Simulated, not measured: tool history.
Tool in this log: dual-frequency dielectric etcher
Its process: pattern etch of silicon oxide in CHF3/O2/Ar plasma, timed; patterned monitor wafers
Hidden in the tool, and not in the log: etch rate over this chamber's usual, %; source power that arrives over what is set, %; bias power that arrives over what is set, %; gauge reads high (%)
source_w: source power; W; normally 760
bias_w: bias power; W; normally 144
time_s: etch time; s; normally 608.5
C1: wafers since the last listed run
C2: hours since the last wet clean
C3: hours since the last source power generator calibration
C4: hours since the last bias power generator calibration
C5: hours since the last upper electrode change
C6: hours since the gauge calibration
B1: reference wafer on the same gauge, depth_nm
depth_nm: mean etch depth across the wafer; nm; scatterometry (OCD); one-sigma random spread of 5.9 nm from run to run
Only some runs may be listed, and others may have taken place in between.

{"run": 1, "hour": 0.0, "source_w": 760, "bias_w": 144, "time_s": 654.0, "C1": 0, "C2": 414.9, "C3": 5104.3, "C4": 3758.7, "C5": 3027.8, "C6": 240.0, "B1": 1189.9, "depth_nm": 1301.2}
{"run": 2, "hour": 12.2, "source_w": 760, "bias_w": 144, "time_s": 654.0, "C1": 29, "C2": 427.1, "C3": 5116.5, "C4": 3770.9, "C5": 3040.0, "C6": 252.2, "B1": 1189.0, "depth_nm": 1303.7}
{"run": 3, "hour": 26.5, "source_w": 760, "bias_w": 135, "time_s": 608.5, "C1": 35, "C2": 441.4, "C3": 5130.8, "C4": 3785.2, "C5": 3054.3, "C6": 266.5, "B1": 1189.0, "depth_nm": 1174.9}
{"hour": 29.6, "done": "gauge calibrated"}
{"run": 4, "hour": 49.2, "source_w": 760, "bias_w": 144, "time_s": 608.5, "C1": 55, "C2": 464.1, "C3": 5153.5, "C4": 3807.9, "C5": 3077.0, "C6": 19.6, "B1": 1189.5, "depth_nm": 1209.6}
{"run": 5, "hour": 66.8, "source_w": 760, "bias_w": 144, "time_s": 608.5, "C1": 43, "C2": 481.7, "C3": 5171.1, "C4": 3825.5, "C5": 3094.6, "C6": 37.2, "B1": 1188.9, "depth_nm": 1209.4}
{"run": 6, "hour": 98.2, "source_w": 760, "bias_w": 144, "time_s": 608.5, "C1": 77, "C2": 513.1, "C3": 5202.5, "C4": 3856.9, "C5": 3126.0, "C6": 68.6, "B1": 1190.6, "depth_nm": 1199.2}
{"run": 7, "hour": 130.8, "source_w": 760, "bias_w": 144, "time_s": 608.5, "C1": 80, "C2": 545.7, "C3": 5235.1, "C4": 3889.5, "C5": 3158.6, "C6": 101.2, "B1": 1190.7, "depth_nm": 1205.3}
{"hour": 155.3, "done": "source power generator calibrated"}
{"run": 8, "hour": 158.3, "source_w": 760, "bias_w": 144, "time_s": 608.5, "C1": 57, "C2": 573.2, "C3": 3.0, "C4": 3917.0, "C5": 3186.1, "C6": 128.7, "B1": 1189.6, "depth_nm": 1197.1}
{"hour": 200.9, "done": "upper electrode replaced"}
{"run": 9, "hour": 201.4, "source_w": 760, "bias_w": 144, "time_s": 608.5, "C1": 46, "C2": 616.3, "C3": 46.1, "C4": 3960.1, "C5": 0.5, "C6": 171.8, "B1": 1189.9, "depth_nm": 1195.8}
{"run": 10, "hour": 220.8, "source_w": 760, "bias_w": 144, "time_s": 608.5, "C1": 47, "C2": 635.7, "C3": 65.5, "C4": 3979.5, "C5": 19.9, "C6": 191.2, "B1": 1188.5, "depth_nm": 1198.8}
{"hour": 235.6, "done": "bias power generator calibrated"}
{"run": 11, "hour": 240.3, "source_w": 610, "bias_w": 133, "time_s": 452.0, "C1": 38, "C2": 655.2, "C3": 85.0, "C4": 4.7, "C5": 39.4, "C6": 210.7, "B1": 1191.1, "depth_nm": 779.4}
{"hour": 280.2, "done": "wet clean of the chamber"}
{"run": 12, "hour": 280.7, "source_w": 700, "bias_w": 121, "time_s": 777.0, "C1": 40, "C2": 0.5, "C3": 125.4, "C4": 45.1, "C5": 79.8, "C6": 251.1, "B1": 1189.9, "depth_nm": 1447.9}
{"run": 13, "hour": 281.2, "source_w": 760, "bias_w": 166, "time_s": 608.5, "C1": 1, "C2": 1.0, "C3": 125.9, "C4": 45.6, "C5": 80.3, "C6": 251.6, "B1": 1188.5, "depth_nm": 1318.0}
{"run": 14, "hour": 286.5, "source_w": 940, "bias_w": 110, "time_s": 541.0, "C1": 13, "C2": 6.3, "C3": 131.2, "C4": 50.9, "C5": 85.6, "C6": 256.9, "B1": 1189.1, "depth_nm": 1113.4}
{"hour": 294.3, "done": "gauge calibrated"}
{"run": 15, "hour": 300.8, "source_w": 760, "bias_w": 154, "time_s": 679.0, "C1": 35, "C2": 20.6, "C3": 145.5, "C4": 65.2, "C5": 99.9, "C6": 6.5, "B1": 1190.1, "depth_nm": 1424.4}
{"run": 16, "hour": 323.1, "source_w": 760, "bias_w": 144, "time_s": 608.5, "C1": 54, "C2": 42.9, "C3": 167.8, "C4": 87.5, "C5": 122.2, "C6": 28.8, "B1": 1187.9, "depth_nm": 1261.3}
{"run": 17, "hour": 356.2, "source_w": 760, "bias_w": 144, "time_s": 608.5, "C1": 81, "C2": 76.0, "C3": 200.9, "C4": 120.6, "C5": 155.3, "C6": 61.9, "B1": 1189.1, "depth_nm": 1258.7}
{"run": 18, "hour": 386.3, "source_w": 760, "bias_w": 162, "time_s": 523.5, "C1": 73, "C2": 106.1, "C3": 231.0, "C4": 150.7, "C5": 185.4, "C6": 92.0, "B1": 1187.5, "depth_nm": 1114.3}
{"run": 19, "hour": 413.9, "source_w": 760, "bias_w": 174, "time_s": 608.5, "C1": 67, "C2": 133.7, "C3": 258.6, "C4": 178.3, "C5": 213.0, "C6": 119.6, "B1": 1188.7, "depth_nm": 1330.7}
{"run": 20, "hour": 444.2, "source_w": 760, "bias_w": 144, "time_s": 608.5, "C1": 74, "C2": 164.0, "C3": 288.9, "C4": 208.6, "C5": 243.3, "C6": 149.9, "B1": 1189.8, "depth_nm": 1240.0}
{"run": 21, "hour": 456.7, "source_w": 680, "bias_w": 144, "time_s": 608.5, "C1": 30, "C2": 176.5, "C3": 301.4, "C4": 221.1, "C5": 255.8, "C6": 162.4, "B1": 1191.1, "depth_nm": 1177.0}

What would each run have given without the hidden state, its run-to-run variation left as it was?
run=1 depth_nm=1351.5
run=2 depth_nm=1355.5
run=3 depth_nm=1223.2
run=4 depth_nm=1261.7
run=5 depth_nm=1263.5
run=6 depth_nm=1256.3
run=7 depth_nm=1266.3
run=8 depth_nm=1260.7
run=9 depth_nm=1264.1
run=10 depth_nm=1269.4
run=11 depth_nm=826.7
run=12 depth_nm=1452.8
run=13 depth_nm=1322.5
run=14 depth_nm=1117.7
run=15 depth_nm=1431.6
run=16 depth_nm=1270.1
run=17 depth_nm=1271.0
run=18 depth_nm=1128.1
run=19 depth_nm=1350.2
run=20 depth_nm=1261.4
run=21 depth_nm=1198.7
